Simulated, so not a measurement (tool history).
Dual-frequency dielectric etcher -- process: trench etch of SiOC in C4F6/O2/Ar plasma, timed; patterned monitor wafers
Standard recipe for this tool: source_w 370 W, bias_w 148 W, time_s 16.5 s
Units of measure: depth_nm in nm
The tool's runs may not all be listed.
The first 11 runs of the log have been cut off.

| run | hour | source_w | bias_w | time_s | wafers since the last listed run | hours since the last wet clean | hours since the last source power generator calibration | hours since the last bias power generator calibration | hours since the last upper electrode change | hours since the gauge calibration | read-back reference wafer on the same gauge, depth_nm | depth_nm |
|---|---|---|---|---|---|---|---|---|---|---|---|---|
| 12 | 283.4 | 400 | 180 | 16.5 | 354 | 115.4 | 4509.7 | 1519.1 | 2447.5 | 658.5 | 30.53 | 31.76 |
| 13 | 307.7 | 370 | 119 | 16.5 | 281 | 139.7 | 4534.0 | 1543.4 | 2471.8 | 682.8 | 30.55 | 26.77 |
| 14 | 340.6 | 370 | 160 | 21.5 | 381 | 172.6 | 4566.9 | 1576.3 | 2504.7 | 715.7 | 30.44 | 38.87 |
|  | 355.9 | gauge calibrated |
| 15 | 363.2 | 370 | 148 | 16.5 | 261 | 195.2 | 4589.5 | 1598.9 | 2527.3 | 7.3 | 30.43 | 29.20 |
|  | 397.9 | wet clean of the chamber, repeated, since the last time left the tool worse |
| 16 | 398.4 | 370 | 148 | 13.0 | 129 | 0.5 | 4624.7 | 1634.1 | 2562.5 | 42.5 | 30.49 | 24.25 |
|  | 405.1 | bias power generator calibrated |
|  | 405.4 | source power generator calibrated |
| 17 | 411.3 | 370 | 164 | 16.5 | 99 | 13.4 | 5.9 | 6.2 | 2575.4 | 55.4 | 30.49 | 31.89 |
| 18 | 440.1 | 370 | 148 | 16.5 | 333 | 42.2 | 34.7 | 35.0 | 2604.2 | 84.2 | 30.47 | 30.70 |
| 19 | 470.0 | 400 | 171 | 16.5 | 346 | 72.1 | 64.6 | 64.9 | 2634.1 | 114.1 | 30.48 | 33.31 |
|  | 500.6 | upper electrode replaced |
| 20 | 501.1 | 350 | 162 | 12.0 | 82 | 103.2 | 95.7 | 96.0 | 0.5 | 145.2 | 30.49 | 22.67 |
| 21 | 515.5 | 320 | 129 | 16.5 | 166 | 117.6 | 110.1 | 110.4 | 14.9 | 159.6 | 30.49 | 27.58 |
| 22 | 546.3 | 290 | 128 | 20.5 | 357 | 148.4 | 140.9 | 141.2 | 45.7 | 190.4 | 30.53 | 32.89 |
| 23 | 559.8 | 370 | 172 | 18.0 | 156 | 161.9 | 154.4 | 154.7 | 59.2 | 203.9 | 30.50 | 35.67 |
| 24 | 590.0 | 370 | 125 | 16.5 | 350 | 192.1 | 184.6 | 184.9 | 89.4 | 234.1 | 30.42 | 29.20 |
| 25 | 614.3 | 370 | 133 | 11.5 | 281 | 216.4 | 208.9 | 209.2 | 113.7 | 258.4 | 30.50 | 21.01 |
| 26 | 646.8 | 370 | 148 | 14.5 | 376 | 248.9 | 241.4 | 241.7 | 146.2 | 290.9 | 30.52 | 27.42 |
| 27 | 670.8 | 370 | 148 | 20.0 | 278 | 272.9 | 265.4 | 265.7 | 170.2 | 314.9 | 30.54 | 38.04 |
| 28 | 705.6 | 400 | 182 | 21.0 | 403 | 307.7 | 300.2 | 300.5 | 205.0 | 349.7 | 30.46 | 44.69 |
| 29 | 736.8 | 310 | 161 | 20.5 | 361 | 338.9 | 331.4 | 331.7 | 236.2 | 380.9 | 30.51 | 37.09 |
| 30 | 751.3 | 370 | 177 | 18.0 | 168 | 353.4 | 345.9 | 346.2 | 250.7 | 395.4 | 30.55 | 36.73 |

What if the next run were any one of these 4? Each begins from the tool's condition after run 30:
| A | 751.7 | 370 | 148 | 18.0 | 4 | 353.8 | 346.3 | 346.6 | 251.1 | 395.8 | ? | ? |
| B | 751.7 | 370 | 172 | 13.5 | 4 | 353.8 | 346.3 | 346.6 | 251.1 | 395.8 | ? | ? |
| C | 751.7 | 370 | 181 | 16.5 | 4 | 353.8 | 346.3 | 346.6 | 251.1 | 395.8 | ? | ? |
| D | 751.7 | 420 | 137 | 19.5 | 4 | 353.8 | 346.3 | 346.6 | 251.1 | 395.8 | ? | ? |

| run | read-back reference wafer on the same gauge, depth_nm | depth_nm |
|---|---|---|
| A | 30.47 | 34.58 |
| B | 30.47 | 27.28 |
| C | 30.47 | 33.93 |
| D | 30.47 | 38.75 |
Without the tool's hidden state the same runs would have given:
| run | depth_nm |
|---|---|
| A | 33.53 |
| B | 26.45 |
| C | 32.90 |
| D | 37.58 |
